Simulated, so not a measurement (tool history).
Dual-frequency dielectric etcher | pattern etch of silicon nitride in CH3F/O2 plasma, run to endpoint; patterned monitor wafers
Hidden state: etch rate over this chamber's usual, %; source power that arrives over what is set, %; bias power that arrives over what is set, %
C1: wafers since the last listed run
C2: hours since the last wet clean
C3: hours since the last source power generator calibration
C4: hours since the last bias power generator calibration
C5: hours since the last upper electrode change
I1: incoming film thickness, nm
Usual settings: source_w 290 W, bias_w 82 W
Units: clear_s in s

run 1 hour=0 | source_w=290 bias_w=87 | C1=0 C2=316.5 C3=4012.4 C4=1256.6 C5=2529.7 | I1=95.9 | clear_s=122.4
run 2 hour=18.9 | source_w=290 bias_w=87 | C1=148 C2=335.4 C3=4031.3 C4=1275.5 C5=2548.6 | I1=95.8 | clear_s=123.2
run 3 hour=53.1 | source_w=290 bias_w=87 | C1=268 C2=369.6 C3=4065.5 C4=1309.7 C5=2582.8 | I1=96.1 | clear_s=124.4
run 4 hour=86.1 | source_w=290 bias_w=82 | C1=258 C2=402.6 C3=4098.5 C4=1342.7 C5=2615.8 | I1=95 | clear_s=124.7
run 5 hour=101.9 | source_w=290 bias_w=82 | C1=123 C2=418.4 C3=4114.3 C4=1358.5 C5=2631.6 | I1=95.9 | clear_s=127.3
run 6 hour=119.4 | source_w=290 bias_w=82 | C1=137 C2=435.9 C3=4131.8 C4=1376 C5=2649.1 | I1=95.6 | clear_s=127
run 7 hour=153.7 | source_w=310 bias_w=82 | C1=268 C2=470.2 C3=4166.1 C4=1410.3 C5=2683.4 | I1=96.3 | clear_s=124.3
-- hour=166.1 source power generator calibrated
run 8 hour=182.5 | source_w=290 bias_w=82 | C1=194 C2=499 C3=16.4 C4=1439.1 C5=2712.2 | I1=95.6 | clear_s=128.6
run 9 hour=194.9 | source_w=290 bias_w=82 | C1=97 C2=511.4 C3=28.8 C4=1451.5 C5=2724.6 | I1=96.1 | clear_s=128.4
-- hour=204.7 bias power generator calibrated
-- hour=230.2 wet clean of the chamber
run 10 hour=230.7 | source_w=270 bias_w=90 | C1=61 C2=0.5 C3=64.6 C4=26 C5=2760.4 | I1=94.9 | clear_s=119.6

The next listed run, before its measurement:
run 11 hour=257.5 | source_w=290 bias_w=82 | C1=210 C2=27.3 C3=91.4 C4=52.8 C5=2787.2 | I1=95.8 | clear_s=?

{"run 11": {"clear_s": 121.3}}
Without the tool's hidden state the same run would have given clear_s 121.6 s.

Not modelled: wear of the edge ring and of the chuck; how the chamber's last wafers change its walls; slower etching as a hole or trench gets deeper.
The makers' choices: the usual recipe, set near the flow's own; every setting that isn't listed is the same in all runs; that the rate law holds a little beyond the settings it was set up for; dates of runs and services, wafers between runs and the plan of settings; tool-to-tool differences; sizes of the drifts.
